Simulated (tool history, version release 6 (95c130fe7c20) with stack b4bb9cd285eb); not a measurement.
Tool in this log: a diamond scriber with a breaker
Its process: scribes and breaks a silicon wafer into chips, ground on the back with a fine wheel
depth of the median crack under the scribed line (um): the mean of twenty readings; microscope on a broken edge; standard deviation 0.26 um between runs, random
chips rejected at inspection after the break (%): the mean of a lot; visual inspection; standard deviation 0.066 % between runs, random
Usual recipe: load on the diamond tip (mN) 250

run	hour	load on the diamond tip (mN)	wafers since the last listed run	hours since the diamond tip was replaced	hours since the load on the tip was calibrated	incoming depth of the damage left on the back of the incoming wafer, um	depth of the median crack under the scribed line (um)	chips rejected at inspection after the break (%)
1	0	250	0	310.4	1096.2	2.7	12.89	4.35
2	82.8	250	86	393.2	1179	2.2	12.47	4.36
# hour 89.8: load on the tip recalibrated
3	137.5	250	55	447.9	47.7	1.87	12.23	4.49
4	217.7	273	84	528.1	127.9	2.76	12.52	3.74
5	255.8	273	39	566.2	166	2.1	12.93	3.72
6	321.3	250	68	631.7	231.5	1.83	12.45	5.42
7	412.3	250	95	722.7	322.5	2.99	12.03	6.84
# hour 455: diamond tip replaced by a new one
8	505.3	250	95	50.3	415.5	2.14	13.59	1.96
9	582.8	250	81	127.8	493	1.95	13.08	2.61
10	802.5	250	230	347.5	712.7	1.69	12.46	4.34
11	853.8	250	53	398.8	764	2.72	12.26	5.72
12	1072.5	277	229	617.5	982.7	2.39	12.72	4.06
13	1117.8	250	47	662.8	1028	2.82	11.95	7.49
14	1157	196	41	702	1067.2	2.46	10.75	14.49
# hour 1267.9: diamond tip replaced by a new one
15	1286.4	301	133	18.5	1196.6	2.89	15.13	3
16	1343.7	186	60	75.8	1253.9	2.22	11.56	8.32
# hour 1386.6: load on the tip recalibrated
17	1440.4	275	99	172.5	53.8	2.16	13.85	2
18	1517.1	250	80	249.2	130.5	1.66	12.58	3.32
19	1555.8	302	40	287.9	169.2	2.84	13.87	2.18
20	1593.9	282	39	326	207.3	2.63	13.47	2.59
21	1642.6	298	51	374.7	256	2.02	13.75	1.92
22	1679.5	250	38	411.6	292.9	2.83	12.12	5.65
23	1726.3	223	49	458.4	339.7	2.13	11.74	7.6
24	1810.1	190	87	542.2	423.5	2.68	11.34	14.71
25	1858.2	250	50	590.3	471.6	1.8	11.87	5.88

Expected results for the next run?
26	1965	212	112	697.1	578.4	2.03	?	?

{"run 26": {"depth of the median crack under the scribed line (um)": 11.12, "chips rejected at inspection after the break (%)": 11.17}}
Minus the tool's unlogged condition, the same run would have read depth of the median crack under the scribed line (um) 12.83, chips rejected at inspection after the break (%) 2.7.
